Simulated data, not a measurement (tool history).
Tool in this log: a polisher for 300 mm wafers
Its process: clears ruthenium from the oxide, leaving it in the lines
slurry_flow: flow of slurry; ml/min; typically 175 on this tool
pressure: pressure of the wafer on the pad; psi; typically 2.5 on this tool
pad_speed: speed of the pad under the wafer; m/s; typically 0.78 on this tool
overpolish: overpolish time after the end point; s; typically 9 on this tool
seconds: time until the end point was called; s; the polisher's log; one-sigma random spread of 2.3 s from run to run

| run | hour | slurry_flow | pressure | pad_speed | overpolish | wafers since the last listed run | wafers polished on this pad | hours since the slurry nozzle was cleaned | hours since the head pressure was calibrated | incoming thickness of the incoming film, nm | seconds |
|---|---|---|---|---|---|---|---|---|---|---|---|
| 1 | 0.0 | 175 | 2.5 | 0.70 | 9 | 0 | 2315 | 517.9 | 268.9 | 175.5 | 187.5 |
|  | 33.0 | worn pad replaced by a new one |
| 2 | 37.0 | 175 | 2.5 | 0.70 | 9 | 284 | 34 | 554.9 | 305.9 | 174.6 | 162.7 |
|  | 58.5 | slurry nozzle cleaned |
|  | 93.2 | head pressure recalibrated |
| 3 | 97.8 | 175 | 2.5 | 0.70 | 9 | 497 | 532 | 39.3 | 4.6 | 178.2 | 176.4 |
| 4 | 134.8 | 175 | 1.9 | 0.78 | 9 | 318 | 851 | 76.3 | 41.6 | 175.9 | 190.0 |
| 5 | 168.1 | 175 | 1.9 | 0.78 | 9 | 286 | 1137 | 109.6 | 74.9 | 174.0 | 192.4 |
| 6 | 199.7 | 175 | 1.9 | 0.78 | 9 | 272 | 1410 | 141.2 | 106.5 | 175.4 | 189.0 |
| 7 | 227.4 | 175 | 2.5 | 0.78 | 9 | 238 | 1648 | 168.9 | 134.2 | 171.7 | 160.8 |
| 8 | 271.3 | 200 | 1.9 | 0.78 | 9 | 378 | 2026 | 212.8 | 178.1 | 174.4 | 190.8 |
| 9 | 326.8 | 200 | 1.9 | 0.78 | 9 | 477 | 2504 | 268.3 | 233.6 | 172.2 | 193.4 |
|  | 341.4 | worn pad replaced by a new one |
| 10 | 371.7 | 200 | 1.9 | 0.78 | 9 | 352 | 261 | 313.2 | 278.5 | 178.6 | 177.1 |
| 11 | 405.3 | 175 | 2.5 | 0.78 | 9 | 289 | 550 | 346.8 | 312.1 | 173.6 | 151.3 |
|  | 447.1 | head pressure recalibrated |
| 12 | 477.1 | 175 | 2.5 | 0.78 | 9 | 601 | 1151 | 418.6 | 30.0 | 174.3 | 156.7 |
| 13 | 548.8 | 175 | 2.2 | 0.78 | 9 | 617 | 1769 | 490.3 | 101.7 | 173.9 | 178.8 |
| 14 | 580.2 | 175 | 2.2 | 0.78 | 9 | 270 | 2039 | 521.7 | 133.1 | 177.6 | 180.4 |
|  | 602.9 | worn pad replaced by a new one, of another model than before |
| 15 | 642.2 | 175 | 2.9 | 0.78 | 9 | 499 | 338 | 583.7 | 195.1 | 172.2 | 138.1 |
|  | 696.5 | slurry nozzle cleaned |
| 16 | 701.5 | 175 | 2.7 | 0.78 | 9 | 502 | 840 | 5.0 | 254.4 | 171.5 | 147.6 |
| 17 | 746.9 | 175 | 2.5 | 0.90 | 12 | 391 | 1231 | 50.4 | 299.8 | 173.3 | 147.3 |
| 18 | 818.5 | 175 | 2.5 | 0.78 | 12 | 616 | 1848 | 122.0 | 371.4 | 173.6 | 162.3 |
|  | 823.0 | head pressure recalibrated |
| 19 | 863.2 | 175 | 2.2 | 0.78 | 9 | 367 | 2216 | 166.7 | 40.2 | 176.0 | 182.8 |
| 20 | 896.7 | 175 | 2.5 | 0.78 | 9 | 288 | 2504 | 200.2 | 73.7 | 176.8 | 170.1 |
|  | 924.7 | worn pad replaced by a new one |
| 21 | 965.0 | 210 | 1.9 | 0.62 | 13 | 553 | 347 | 268.5 | 142.0 | 175.7 | 203.8 |
| 22 | 1007.5 | 200 | 2.5 | 0.78 | 9 | 366 | 713 | 311.0 | 184.5 | 174.5 | 148.1 |
| 23 | 1032.7 | 195 | 2.7 | 0.58 | 5 | 217 | 930 | 336.2 | 209.7 | 171.2 | 175.6 |
| 24 | 1057.7 | 175 | 2.5 | 0.92 | 9 | 215 | 1145 | 361.2 | 234.7 | 177.0 | 144.8 |
| 25 | 1096.6 | 230 | 2.5 | 0.68 | 5 | 335 | 1480 | 400.1 | 273.6 | 175.5 | 172.6 |
| 26 | 1139.0 | 175 | 2.5 | 0.78 | 9 | 365 | 1845 | 442.5 | 316.0 | 175.5 | 162.2 |
|  | 1182.2 | worn pad replaced by a new one |
| 27 | 1191.1 | 175 | 2.5 | 1.04 | 7 | 414 | 77 | 494.6 | 368.1 | 175.1 | 122.3 |
|  | 1224.1 | head pressure recalibrated |
| 28 | 1255.2 | 175 | 2.5 | 0.78 | 9 | 534 | 611 | 558.7 | 31.1 | 176.1 | 159.1 |
|  | 1314.1 | slurry nozzle cleaned |
| 29 | 1317.9 | 215 | 2.8 | 0.78 | 12 | 531 | 1143 | 3.8 | 93.8 | 175.6 | 144.5 |
| 30 | 1357.9 | 175 | 2.5 | 0.78 | 9 | 344 | 1487 | 43.8 | 133.8 | 174.8 | 161.1 |
| 31 | 1398.8 | 140 | 3.4 | 0.56 | 9 | 352 | 1840 | 84.7 | 174.7 | 175.8 | 177.7 |
| 32 | 1437.5 | 175 | 2.5 | 0.78 | 9 | 333 | 2173 | 123.4 | 213.4 | 175.5 | 163.4 |
| 33 | 1483.3 | 145 | 1.9 | 1.02 | 13 | 394 | 2567 | 169.2 | 259.2 | 174.4 | 164.5 |

Here are 5 independent what-if runs from the current tool condition. What would each one return?
| A | 1483.8 | 175 | 2.5 | 0.78 | 9 | 4 | 2572 | 169.7 | 259.7 | 172.8 | ? |
| B | 1483.8 | 175 | 1.9 | 0.78 | 11 | 4 | 2572 | 169.7 | 259.7 | 172.8 | ? |
| C | 1483.8 | 175 | 2.5 | 0.78 | 6 | 4 | 2572 | 169.7 | 259.7 | 172.8 | ? |
| D | 1483.8 | 125 | 2.5 | 0.94 | 9 | 4 | 2572 | 169.7 | 259.7 | 172.8 | ? |
| E | 1483.8 | 220 | 1.8 | 0.96 | 9 | 4 | 2572 | 169.7 | 259.7 | 172.8 | ? |

| run | seconds |
|---|---|
| A | 171.1 |
| B | 197.4 |
| C | 171.1 |
| D | 156.2 |
| E | 168.6 |
Without the tool's unlogged condition, the same runs would have read:
| run | seconds |
|---|---|
| A | 146.6 |
| B | 169.1 |
| C | 146.6 |
| D | 133.8 |
| E | 144.5 |
